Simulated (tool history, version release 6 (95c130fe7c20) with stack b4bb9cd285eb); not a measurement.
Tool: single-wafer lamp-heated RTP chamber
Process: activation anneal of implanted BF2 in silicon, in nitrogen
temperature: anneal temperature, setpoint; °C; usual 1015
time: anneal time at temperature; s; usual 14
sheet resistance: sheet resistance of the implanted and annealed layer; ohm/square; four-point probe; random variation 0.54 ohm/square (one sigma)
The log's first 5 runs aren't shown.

run	hour	temperature	time	read-back reference wafer on the same gauge, sheet resistance	sheet resistance
6	173.3	1015	14	199.10	173.72
7	207.7	1015	14	198.57	172.97
8	232.0	1015	14	199.46	174.31
9	257.8	1015	14	199.03	174.41
10	274.6	1000	20	198.64	181.84
11	305.2	1015	14	199.18	173.24
12	340.9	1015	14	198.89	172.95
13	352.9	1015	14	198.75	174.30
14	366.9	1015	14	198.62	173.03
# hour 386.2: reflector plate cleaned
15	400.0	1015	14	199.01	173.03
16	423.0	1015	18	198.91	169.20
# hour 439.9: pyrometer window cleaned and pyrometer calibrated
# hour 445.0: gauge calibrated
17	455.7	1000	11	199.02	192.07
18	485.7	997	11	199.05	195.11
19	520.1	1024	11	198.67	171.01
20	555.6	1015	14	198.81	173.26
21	572.4	1036	9	198.94	165.43
22	602.3	986	14	198.87	204.66
23	619.2	1025	17	199.00	162.57
24	651.1	1015	14	198.92	173.43
25	686.4	1015	10	199.02	180.30
26	712.5	1035	21	198.88	153.28
27	736.2	985	14	199.19	204.28

The next listed run, before its measurement:
# hour 747.4: reflector plate cleaned
28	766.8	1015	14	?	?

read-back reference wafer on the same gauge, sheet resistance: 199.03
sheet resistance: 173.00 ohm/square
Without the tool's hidden state the same run would have given sheet resistance 173.00 ohm/square.

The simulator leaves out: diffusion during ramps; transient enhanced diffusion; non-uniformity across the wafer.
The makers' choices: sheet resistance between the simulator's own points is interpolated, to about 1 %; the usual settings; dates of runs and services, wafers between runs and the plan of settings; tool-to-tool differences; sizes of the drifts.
